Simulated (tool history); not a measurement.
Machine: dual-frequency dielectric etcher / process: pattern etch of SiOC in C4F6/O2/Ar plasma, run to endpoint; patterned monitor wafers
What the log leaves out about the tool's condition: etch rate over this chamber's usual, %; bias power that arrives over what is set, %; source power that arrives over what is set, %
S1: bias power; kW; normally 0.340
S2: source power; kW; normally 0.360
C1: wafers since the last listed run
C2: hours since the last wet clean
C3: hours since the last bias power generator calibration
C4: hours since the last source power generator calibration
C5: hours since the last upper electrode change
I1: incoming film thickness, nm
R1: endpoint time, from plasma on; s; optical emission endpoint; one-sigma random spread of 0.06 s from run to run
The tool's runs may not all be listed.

run   hour     S1     S2    C1     C2      C3      C4      C5     I1    R1
  1    0.0  0.340  0.360     0  210.1  4233.9  4261.6  4146.7  49.75  19.9
  2   25.3  0.408  0.360   409  235.4  4259.2  4286.9  4172.0  49.88  18.9
  3   45.4  0.408  0.360   325  255.5  4279.3  4307.0  4192.1  50.20  18.9
  4   59.4  0.340  0.360   226  269.5  4293.3  4321.0  4206.1  50.11  20.0
  5   73.6  0.340  0.360   229  283.7  4307.5  4335.2  4220.3  49.93  19.7
  6  105.9  0.340  0.360   522  316.0  4339.8  4367.5  4252.6  50.17  19.9
  7  137.6  0.340  0.360   513  347.7  4371.5  4399.2  4284.3  50.09  19.8
  8  155.1  0.340  0.360   283  365.2  4389.0  4416.7  4301.8  50.08  19.8
  9  178.3  0.340  0.360   375  388.4  4412.2  4439.9  4325.0  50.05  19.9
 10  202.9  0.340  0.360   398  413.0  4436.8  4464.5  4349.6  49.93  19.7
 11  236.0  0.340  0.360   535  446.1  4469.9  4497.6  4382.7  50.49  19.9
     267.7  -- bias power generator calibrated
 12  268.2  0.340  0.360   456  478.3     0.5  4529.8  4414.9  50.61  19.9
     392.4  -- wet clean of the chamber
 13  392.9  0.340  0.360  1630    0.5   125.2  4654.5  4539.6  50.18  20.2
 14  393.2  0.340  0.360     4    0.8   125.5  4654.8  4539.9  49.81  20.0
 15  453.6  0.408  0.360   977   61.2   185.9  4715.2  4600.3  50.03  19.1
 16  489.1  0.256  0.320   574   96.7   221.4  4750.7  4635.8  49.85  23.1
 17  503.6  0.340  0.360   234  111.2   235.9  4765.2  4650.3  50.21  20.2
 18  524.2  0.276  0.360   333  131.8   256.5  4785.8  4670.9  49.86  21.1
     562.2  -- source power generator calibrated
     579.6  -- upper electrode replaced
 19  580.1  0.372  0.290   558  187.7   312.4    17.9     0.5  50.41  22.5
 20  585.5  0.406  0.420    87  193.1   317.8    23.3     5.9  49.91  17.4
 21  608.8  0.275  0.440   377  216.4   341.1    46.6    29.2  50.26  18.9
 22  639.5  0.340  0.360   496  247.1   371.8    77.3    59.9  50.24  20.1
 23  668.4  0.397  0.420   467  276.0   400.7   106.2    88.8  49.23  17.2
 24  682.8  0.340  0.320   233  290.4   415.1   120.6   103.2  49.94  21.4
 25  696.3  0.406  0.420   218  303.9   428.6   134.1   116.7  49.87  17.3
 26  724.8  0.340  0.360   461  332.4   457.1   162.6   145.2  49.33  19.6
 27  740.0  0.296  0.440   246  347.6   472.3   177.8   160.4  50.03  18.3
 28  760.1  0.340  0.360   325  367.7   492.4   197.9   180.5  49.30  19.5

3 options for the next run, each taken on its own from the tool as it stands now. Forecast them:
  A  760.5  0.340  0.360   6  368.1  492.8  198.3  180.9  49.40   ?
  B  760.5  0.270  0.280   6  368.1  492.8  198.3  180.9  49.40   ?
  C  760.5  0.298  0.320   6  368.1  492.8  198.3  180.9  49.40   ?

run    R1
  A  19.5
  B  24.4
  C  21.8
Without the tool's hidden state the same runs would have given:
run    R1
  A  19.8
  B  24.7
  C  22.0

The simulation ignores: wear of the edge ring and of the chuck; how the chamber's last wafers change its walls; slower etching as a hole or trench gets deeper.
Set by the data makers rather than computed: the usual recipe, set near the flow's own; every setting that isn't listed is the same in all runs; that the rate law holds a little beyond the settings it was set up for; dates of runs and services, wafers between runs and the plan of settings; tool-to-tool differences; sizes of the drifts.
